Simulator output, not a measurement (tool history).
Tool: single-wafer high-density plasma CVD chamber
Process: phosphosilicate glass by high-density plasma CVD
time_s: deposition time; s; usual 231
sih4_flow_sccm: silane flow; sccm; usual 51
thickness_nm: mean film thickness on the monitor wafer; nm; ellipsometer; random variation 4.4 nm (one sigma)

run,hour,time_s,sih4_flow_sccm,wafers since the last listed run,hours since the silane flow controller was replaced,hours since the gauge calibration,"read-back reference wafer on the same gauge, thickness_nm",thickness_nm
1,0.0,231,51,0,3389.8,705.9,1289.612,1199.948
2,88.1,231,51,363,3477.9,794.0,1289.611,1190.267
3,187.3,231,51,409,3577.1,893.2,1291.001,1201.018
4,348.6,231,51,665,3738.4,1054.5,1290.315,1197.016
5,415.4,248,51,275,3805.2,1121.3,1289.162,1287.993
6,514.0,248,51,407,3903.8,1219.9,1288.534,1298.005
7,555.5,248,51,171,3945.3,1261.4,1287.766,1286.676
8,598.1,231,51,175,3987.9,1304.0,1287.279,1202.123
9,684.5,231,57,356,4074.3,1390.4,1288.764,1342.865
# hour 775.1: gauge calibrated
10,780.3,248,58,395,4170.1,5.2,1289.979,1476.761
11,869.5,231,46,368,4259.3,94.4,1290.804,1086.720
# hour 959.2: silane flow controller replaced
12,975.3,231,54,403,16.1,200.2,1291.913,1214.816
13,1019.0,188,57,180,59.8,243.9,1289.602,1036.858
14,1065.1,248,58,190,105.9,290.0,1289.105,1391.982
15,1166.6,231,51,418,207.4,391.5,1290.796,1139.171
16,1468.6,231,46,1246,509.4,693.5,1290.532,1038.464

Forecast each of these 4 alternatives for the next run:
A,1469.1,231,58,2,509.9,694.0,?,?
B,1469.1,246,44,2,509.9,694.0,?,?
C,1469.1,246,43,2,509.9,694.0,?,?
D,1469.1,267,44,2,509.9,694.0,?,?

run,"read-back reference wafer on the same gauge, thickness_nm",thickness_nm
A,1289.239,1300.388
B,1289.239,1050.560
C,1289.239,1026.684
D,1289.239,1140.242
Without the tool's hidden state the same runs would have given:
run,thickness_nm
A,1286.471
B,1039.316
C,1015.695
D,1128.038
